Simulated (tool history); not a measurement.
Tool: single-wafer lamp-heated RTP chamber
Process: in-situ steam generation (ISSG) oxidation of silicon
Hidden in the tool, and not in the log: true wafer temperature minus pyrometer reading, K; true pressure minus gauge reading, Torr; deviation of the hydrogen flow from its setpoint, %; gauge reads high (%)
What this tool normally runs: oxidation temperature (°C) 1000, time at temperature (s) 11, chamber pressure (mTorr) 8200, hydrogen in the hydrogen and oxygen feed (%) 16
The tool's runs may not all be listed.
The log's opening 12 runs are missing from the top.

| run | hour | oxidation temperature (°C) | time at temperature (s) | chamber pressure (mTorr) | hydrogen in the hydrogen and oxygen feed (%) | wafers since the last listed run | wafers since the last pyrometer calibration | hours since the pressure gauge was zeroed | hours since the hydrogen flow controller was replaced | hours since the gauge calibration | read-back reference wafer on the same gauge, thickness | oxide thickness on the monitor wafer (angstrom) |
|---|---|---|---|---|---|---|---|---|---|---|---|---|
| 13 | 277.4 | 1000 | 11 | 8200 | 16 | 359 | 4982 | 3198.8 | 3379.7 | 686.6 | 3.042 | 37.71 |
|  | 306.1 | pyrometer window cleaned and pyrometer calibrated |
| 14 | 306.6 | 1012 | 11 | 8200 | 16 | 312 | 7 | 3228 | 3408.9 | 715.8 | 3.038 | 37.87 |
| 15 | 336.8 | 995 | 11 | 8200 | 19 | 444 | 452 | 3258.2 | 3439.1 | 746 | 3.048 | 37.24 |
| 16 | 367.9 | 1000 | 11 | 8200 | 16 | 458 | 911 | 3289.3 | 3470.2 | 777.1 | 3.04 | 36.75 |
| 17 | 383.5 | 1000 | 11 | 7700 | 22 | 229 | 1140 | 3304.9 | 3485.8 | 792.7 | 3.033 | 39.97 |
| 18 | 412.2 | 1000 | 11 | 9400 | 16 | 422 | 1563 | 3333.6 | 3514.5 | 821.4 | 3.042 | 36.81 |
|  | 427.9 | gauge calibrated |
|  | 430.6 | hydrogen flow controller replaced |
| 19 | 445.1 | 991 | 11 | 7200 | 16 | 366 | 1930 | 3366.5 | 14.5 | 17.2 | 3.042 | 35.89 |
| 20 | 479.9 | 1000 | 12 | 8200 | 16 | 512 | 2443 | 3401.3 | 49.3 | 52 | 3.041 | 38.94 |
| 21 | 499.3 | 983 | 14 | 7500 | 16 | 285 | 2728 | 3420.7 | 68.7 | 71.4 | 3.034 | 39.17 |
| 22 | 531.5 | 993 | 9 | 6900 | 11 | 474 | 3203 | 3452.9 | 100.9 | 103.6 | 3.038 | 29.91 |
| 23 | 554.7 | 1000 | 11 | 8200 | 16 | 341 | 3545 | 3476.1 | 124.1 | 126.8 | 3.047 | 37.53 |
|  | 570.7 | pressure gauge zeroed |
| 24 | 573.5 | 1012 | 8 | 8200 | 25 | 159 | 3704 | 2.8 | 142.9 | 145.6 | 3.036 | 38.07 |
| 25 | 587.4 | 1019 | 11 | 8200 | 16 | 204 | 3908 | 16.7 | 156.8 | 159.5 | 3.036 | 40.11 |
| 26 | 617.2 | 1009 | 12 | 8200 | 16 | 439 | 4347 | 46.5 | 186.6 | 189.3 | 3.042 | 40.41 |
| 27 | 640.9 | 1000 | 11 | 8200 | 16 | 349 | 4697 | 70.2 | 210.3 | 213 | 3.042 | 37.4 |
|  | 651.4 | pyrometer window cleaned and pyrometer calibrated |
| 28 | 686.5 | 1000 | 11 | 8200 | 16 | 553 | 517 | 115.8 | 255.9 | 258.6 | 3.043 | 36.54 |
| 29 | 712.4 | 1000 | 11 | 8200 | 13 | 381 | 898 | 141.7 | 281.8 | 284.5 | 3.037 | 34.97 |
| 30 | 735.5 | 980 | 14 | 8200 | 16 | 340 | 1239 | 164.8 | 304.9 | 307.6 | 3.043 | 38.3 |
| 31 | 762.5 | 1000 | 9 | 8200 | 16 | 397 | 1636 | 191.8 | 331.9 | 334.6 | 3.034 | 33.92 |

Forecast each of these 4 alternatives for the next run:
| A | 762.9 | 1000 | 11 | 8200 | 16 | 5 | 1642 | 192.2 | 332.3 | 335 | ? | ? |
| B | 762.9 | 1000 | 8 | 8200 | 11 | 5 | 1642 | 192.2 | 332.3 | 335 | ? | ? |
| C | 762.9 | 989 | 11 | 8200 | 20 | 5 | 1642 | 192.2 | 332.3 | 335 | ? | ? |
| D | 762.9 | 1014 | 12 | 8200 | 16 | 5 | 1642 | 192.2 | 332.3 | 335 | ? | ? |

| run | read-back reference wafer on the same gauge, thickness | oxide thickness on the monitor wafer (angstrom) |
|---|---|---|
| A | 3.043 | 37.03 |
| B | 3.043 | 29.43 |
| C | 3.043 | 37.67 |
| D | 3.043 | 40.61 |
Stripped of hidden state, with their random variation kept, the same runs would have yielded:
| run | oxide thickness on the monitor wafer (angstrom) |
|---|---|
| A | 36.04 |
| B | 28.74 |
| C | 36.74 |
| D | 39.38 |

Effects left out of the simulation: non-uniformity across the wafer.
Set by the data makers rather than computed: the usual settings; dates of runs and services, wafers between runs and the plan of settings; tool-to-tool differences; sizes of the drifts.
